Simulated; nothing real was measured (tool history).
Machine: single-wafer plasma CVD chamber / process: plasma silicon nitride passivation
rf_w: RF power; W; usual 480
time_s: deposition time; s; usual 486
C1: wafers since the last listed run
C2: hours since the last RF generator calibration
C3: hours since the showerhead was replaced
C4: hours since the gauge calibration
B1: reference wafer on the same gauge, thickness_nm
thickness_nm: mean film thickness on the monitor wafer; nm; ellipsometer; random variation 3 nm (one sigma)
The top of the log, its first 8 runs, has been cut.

run 9 hour=551.6 | rf_w=480 time_s=457 | C1=191 C2=166.1 C3=4009.8 C4=1899.9 | B1=576.007 | thickness_nm=643.258
run 10 hour=642.1 | rf_w=480 time_s=486 | C1=442 C2=256.6 C3=4100.3 C4=1990.4 | B1=577.147 | thickness_nm=686.937
run 11 hour=732.9 | rf_w=480 time_s=486 | C1=444 C2=347.4 C3=4191.1 C4=2081.2 | B1=576.076 | thickness_nm=680.356
run 12 hour=833.1 | rf_w=480 time_s=486 | C1=490 C2=447.6 C3=4291.3 C4=2181.4 | B1=576.423 | thickness_nm=677.075
run 13 hour=875 | rf_w=480 time_s=486 | C1=205 C2=489.5 C3=4333.2 C4=2223.3 | B1=576.231 | thickness_nm=675.558
run 14 hour=977.5 | rf_w=480 time_s=486 | C1=501 C2=592 C3=4435.7 C4=2325.8 | B1=576.605 | thickness_nm=674.107
run 15 hour=1029.7 | rf_w=480 time_s=486 | C1=255 C2=644.2 C3=4487.9 C4=2378 | B1=575.873 | thickness_nm=678.883
-- hour=1066 showerhead replaced
-- hour=1138.4 RF generator calibrated, repeated, since the last time left the tool worse
run 16 hour=1138.9 | rf_w=480 time_s=486 | C1=456 C2=0.5 C3=72.9 C4=2487.2 | B1=575.376 | thickness_nm=709.602
run 17 hour=1210.3 | rf_w=505 time_s=486 | C1=349 C2=71.9 C3=144.3 C4=2558.6 | B1=576.198 | thickness_nm=720.708
run 18 hour=1530.7 | rf_w=480 time_s=486 | C1=1567 C2=392.3 C3=464.7 C4=2879 | B1=576.213 | thickness_nm=705.015
run 19 hour=1613.7 | rf_w=480 time_s=486 | C1=406 C2=475.3 C3=547.7 C4=2962 | B1=576.197 | thickness_nm=695.156
-- hour=1617.7 gauge calibrated
run 20 hour=1696.1 | rf_w=480 time_s=486 | C1=403 C2=557.7 C3=630.1 C4=78.4 | B1=575.56 | thickness_nm=702.58
run 21 hour=1774.1 | rf_w=415 time_s=557 | C1=381 C2=635.7 C3=708.1 C4=156.4 | B1=575.579 | thickness_nm=754.301
run 22 hour=1825.5 | rf_w=510 time_s=551 | C1=251 C2=687.1 C3=759.5 C4=207.8 | B1=575.657 | thickness_nm=812.631
run 23 hour=1886.2 | rf_w=450 time_s=458 | C1=297 C2=747.8 C3=820.2 C4=268.5 | B1=575.1 | thickness_nm=642.084
run 24 hour=1947.5 | rf_w=480 time_s=486 | C1=299 C2=809.1 C3=881.5 C4=329.8 | B1=576.071 | thickness_nm=699.816

The next listed run, before its measurement:
run 25 hour=2011.1 | rf_w=395 time_s=421 | C1=311 C2=872.7 C3=945.1 C4=393.4 | B1=? | thickness_nm=?

{"run 25": {"B1": 575.344, "thickness_nm": 553.412}}
Without the tool's hidden state the same run would have given thickness_nm 562.838 nm.
